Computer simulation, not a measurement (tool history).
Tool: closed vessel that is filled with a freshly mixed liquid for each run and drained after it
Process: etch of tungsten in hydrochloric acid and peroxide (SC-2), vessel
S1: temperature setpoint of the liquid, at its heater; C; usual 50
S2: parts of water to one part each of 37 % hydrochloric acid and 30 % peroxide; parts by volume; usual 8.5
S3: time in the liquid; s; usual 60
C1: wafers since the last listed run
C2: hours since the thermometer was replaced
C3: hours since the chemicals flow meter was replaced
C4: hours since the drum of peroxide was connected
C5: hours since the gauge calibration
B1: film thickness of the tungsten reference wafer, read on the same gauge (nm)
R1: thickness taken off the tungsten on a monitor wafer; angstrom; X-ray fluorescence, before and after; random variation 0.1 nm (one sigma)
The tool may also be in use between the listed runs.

{"run": 1, "day": 0.0, "S1": 50, "S2": 8.5, "S3": 60, "C1": 0, "C2": 1511.2, "C3": 276.5, "C4": 817.6, "C5": 173.1, "B1": 89.98, "R1": 138.6}
{"run": 2, "day": 1.179, "S1": 50, "S2": 8.5, "S3": 60, "C1": 4013, "C2": 1539.5, "C3": 304.8, "C4": 845.9, "C5": 201.4, "B1": 90.01, "R1": 141.8}
{"run": 3, "day": 2.012, "S1": 50, "S2": 8.5, "S3": 60, "C1": 2836, "C2": 1559.5, "C3": 324.8, "C4": 865.9, "C5": 221.4, "B1": 90.02, "R1": 139.9}
{"run": 4, "day": 3.4, "S1": 50, "S2": 8.5, "S3": 60, "C1": 4722, "C2": 1592.8, "C3": 358.1, "C4": 899.2, "C5": 254.7, "B1": 89.96, "R1": 140.8}
{"run": 5, "day": 4.725, "S1": 57, "S2": 6.5, "S3": 60, "C1": 4510, "C2": 1624.6, "C3": 389.9, "C4": 931, "C5": 286.5, "B1": 90.05, "R1": 273.1}
{"run": 6, "day": 5.762, "S1": 57, "S2": 6.5, "S3": 60, "C1": 3531, "C2": 1649.5, "C3": 414.8, "C4": 955.9, "C5": 311.4, "B1": 90, "R1": 277.6}
{"run": 7, "day": 7.079, "S1": 57, "S2": 6.5, "S3": 60, "C1": 4481, "C2": 1681.1, "C3": 446.4, "C4": 987.5, "C5": 343, "B1": 90, "R1": 279.8}
{"run": 8, "day": 7.646, "S1": 50, "S2": 8.5, "S3": 60, "C1": 1928, "C2": 1694.7, "C3": 460, "C4": 1001.1, "C5": 356.6, "B1": 89.98, "R1": 144.7}
{"run": 9, "day": 9.083, "S1": 50, "S2": 8.5, "S3": 60, "C1": 4893, "C2": 1729.2, "C3": 494.5, "C4": 1035.6, "C5": 391.1, "B1": 89.99, "R1": 142.6}
{"run": 10, "day": 9.892, "S1": 50, "S2": 8.5, "S3": 60, "C1": 2751, "C2": 1748.6, "C3": 513.9, "C4": 1055, "C5": 410.5, "B1": 90.02, "R1": 143.9}
{"run": 11, "day": 10.725, "S1": 50, "S2": 8.5, "S3": 60, "C1": 2836, "C2": 1768.6, "C3": 533.9, "C4": 1075, "C5": 430.5, "B1": 90, "R1": 143.9}
{"day": 11.396, "done": "thermometer replaced"}
{"run": 12, "day": 12.204, "S1": 50, "S2": 8.5, "S3": 60, "C1": 4893, "C2": 19.4, "C3": 569.4, "C4": 1110.5, "C5": 466, "B1": 89.99, "R1": 124}
{"run": 13, "day": 13.058, "S1": 50, "S2": 8.5, "S3": 60, "C1": 2907, "C2": 39.9, "C3": 589.9, "C4": 1131, "C5": 486.5, "B1": 89.98, "R1": 120.5}
{"run": 14, "day": 13.758, "S1": 50, "S2": 8.5, "S3": 60, "C1": 2382, "C2": 56.7, "C3": 606.7, "C4": 1147.8, "C5": 503.3, "B1": 89.93, "R1": 122.3}
{"run": 15, "day": 14.646, "S1": 50, "S2": 8.5, "S3": 60, "C1": 3020, "C2": 78, "C3": 628, "C4": 1169.1, "C5": 524.6, "B1": 89.98, "R1": 124.6}
{"run": 16, "day": 15.896, "S1": 50, "S2": 8.5, "S3": 60, "C1": 4254, "C2": 108, "C3": 658, "C4": 1199.1, "C5": 554.6, "B1": 90.04, "R1": 125.4}
{"run": 17, "day": 16.488, "S1": 50, "S2": 8.5, "S3": 60, "C1": 2013, "C2": 122.2, "C3": 672.2, "C4": 1213.3, "C5": 568.8, "B1": 90.03, "R1": 124.3}
{"run": 18, "day": 17.279, "S1": 50, "S2": 5.5, "S3": 35, "C1": 2694, "C2": 141.2, "C3": 691.2, "C4": 1232.3, "C5": 587.8, "B1": 90.01, "R1": 101.8}
{"day": 18.175, "done": "new drum of peroxide connected"}
{"day": 18.338, "done": "chemicals flow meter replaced"}
{"run": 19, "day": 18.683, "S1": 46, "S2": 12, "S3": 90, "C1": 4495, "C2": 174.9, "C3": 8.3, "C4": 12.2, "C5": 621.5, "B1": 89.98, "R1": 107}
{"run": 20, "day": 19.246, "S1": 50, "S2": 8.5, "S3": 60, "C1": 1914, "C2": 188.4, "C3": 21.8, "C4": 25.7, "C5": 635, "B1": 90.03, "R1": 125.2}
{"run": 21, "day": 20.088, "S1": 50, "S2": 8.5, "S3": 80, "C1": 2864, "C2": 208.6, "C3": 42, "C4": 45.9, "C5": 655.2, "B1": 90.02, "R1": 166.5}
{"day": 20.275, "done": "gauge calibrated"}
{"run": 22, "day": 21.383, "S1": 50, "S2": 11.5, "S3": 60, "C1": 4410, "C2": 239.7, "C3": 73.1, "C4": 77, "C5": 26.6, "B1": 90.02, "R1": 98.5}
{"run": 23, "day": 22.046, "S1": 53.5, "S2": 8.5, "S3": 95, "C1": 2255, "C2": 255.6, "C3": 89, "C4": 92.9, "C5": 42.5, "B1": 90.03, "R1": 252.7}
{"run": 24, "day": 22.696, "S1": 41.5, "S2": 12.5, "S3": 60, "C1": 2212, "C2": 271.2, "C3": 104.6, "C4": 108.5, "C5": 58.1, "B1": 89.94, "R1": 51.5}
{"run": 25, "day": 24.008, "S1": 50, "S2": 5.5, "S3": 60, "C1": 4467, "C2": 302.7, "C3": 136.1, "C4": 140, "C5": 89.6, "B1": 89.99, "R1": 178.5}

Run 26 comes next. What will it give?
{"run": 26, "day": 25.083, "S1": 50, "S2": 8.5, "S3": 60, "C1": 3659, "C2": 328.5, "C3": 161.9, "C4": 165.8, "C5": 115.4, "B1": "?", "R1": "?"}

{"run 26": {"B1": 90.01, "R1": 126.9}}
Without the tool's hidden state the same run would have given R1 119.9 angstrom.
